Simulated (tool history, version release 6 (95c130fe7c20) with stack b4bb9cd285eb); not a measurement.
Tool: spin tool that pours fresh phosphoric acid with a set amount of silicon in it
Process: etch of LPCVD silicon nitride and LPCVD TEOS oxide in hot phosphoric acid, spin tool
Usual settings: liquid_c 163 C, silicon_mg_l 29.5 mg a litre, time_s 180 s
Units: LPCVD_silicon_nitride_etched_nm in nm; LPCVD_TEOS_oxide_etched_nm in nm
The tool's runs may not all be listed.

run	hour	liquid_c	silicon_mg_l	time_s	read-back film thickness of the LPCVD silicon nitride reference wafer, read on the same gauge (nm)	read-back film thickness of the LPCVD TEOS oxide reference wafer, read on the same gauge (nm)	LPCVD_silicon_nitride_etched_nm	LPCVD_TEOS_oxide_etched_nm
1	0	163	29.5	180	94.51	31.533	16.86	0.364
2	28.4	165.5	18.5	180	94.57	31.535	18.53	0.729
3	58.6	163	29.5	180	94.71	31.627	17.48	0.401
4	92.4	164	29.5	240	94.82	31.625	23.99	0.567
5	114.4	166	29.5	265	94.96	31.634	27.96	0.676
6	135.5	166	38	285	95.03	31.644	29.93	0.453
7	159.8	164	29.5	240	95.11	31.708	24.01	0.488
8	175.1	162	29.5	180	95.17	31.753	16.87	0.299
9	195.8	161	49	110	89.53	29.859	9.36	0.064
10	213.8	163	29.5	280	89.59	29.839	24.75	0.487
11	248.8	161	50	210	89.72	29.881	17.55	0.124
12	271.8	163	29.5	180	89.79	29.95	16.26	0.355
13	306.4	163	29.5	130	89.89	30.021	11.78	0.217
14	340.3	163	39	180	90.03	29.975	16.21	0.225
15	366.9	161	40	280	90.12	30.036	23.7	0.277
16	384.4	165.5	50	270	90.19	30.112	26.82	0.199
17	418	165.5	50	260	90.29	30.142	25.44	0.2
18	447.5	160.5	43	240	90.44	30.175	20.12	0.195
19	476	165.5	29.5	180	90.5	30.192	17.75	0.416
20	573.7	160	29.5	135	90.9	30.283	11.04	0.165
21	603.8	163	29.5	180	91	30.306	16.33	0.297
22	628.3	161	18	105	91.12	30.336	9.01	0.229

Not shown: 3 entries that the log had between the listed runs. Between which runs, and how does the tool's hidden state differ before and after?
Between runs 8 and 9: gauge calibrated (hour 187)
  gauge reads high (%): 5.72 -> -0.533
  measured less the result without the state, LPCVD_silicon_nitride_etched_nm: +0.91 -> -0.05 nm
Between runs 11 and 12: heated supply line repaired (hour 271.4)
  gauge reads high (%): -0.321 -> -0.229
  measured less the result without the state, LPCVD_silicon_nitride_etched_nm: -0.05 -> -0.04 nm
Between runs 17 and 18: thermometer replaced (hour 426.9)
  gauge reads high (%): 0.356 -> 0.474
  measured less the result without the state, LPCVD_silicon_nitride_etched_nm: +0.09 -> +0.1 nm

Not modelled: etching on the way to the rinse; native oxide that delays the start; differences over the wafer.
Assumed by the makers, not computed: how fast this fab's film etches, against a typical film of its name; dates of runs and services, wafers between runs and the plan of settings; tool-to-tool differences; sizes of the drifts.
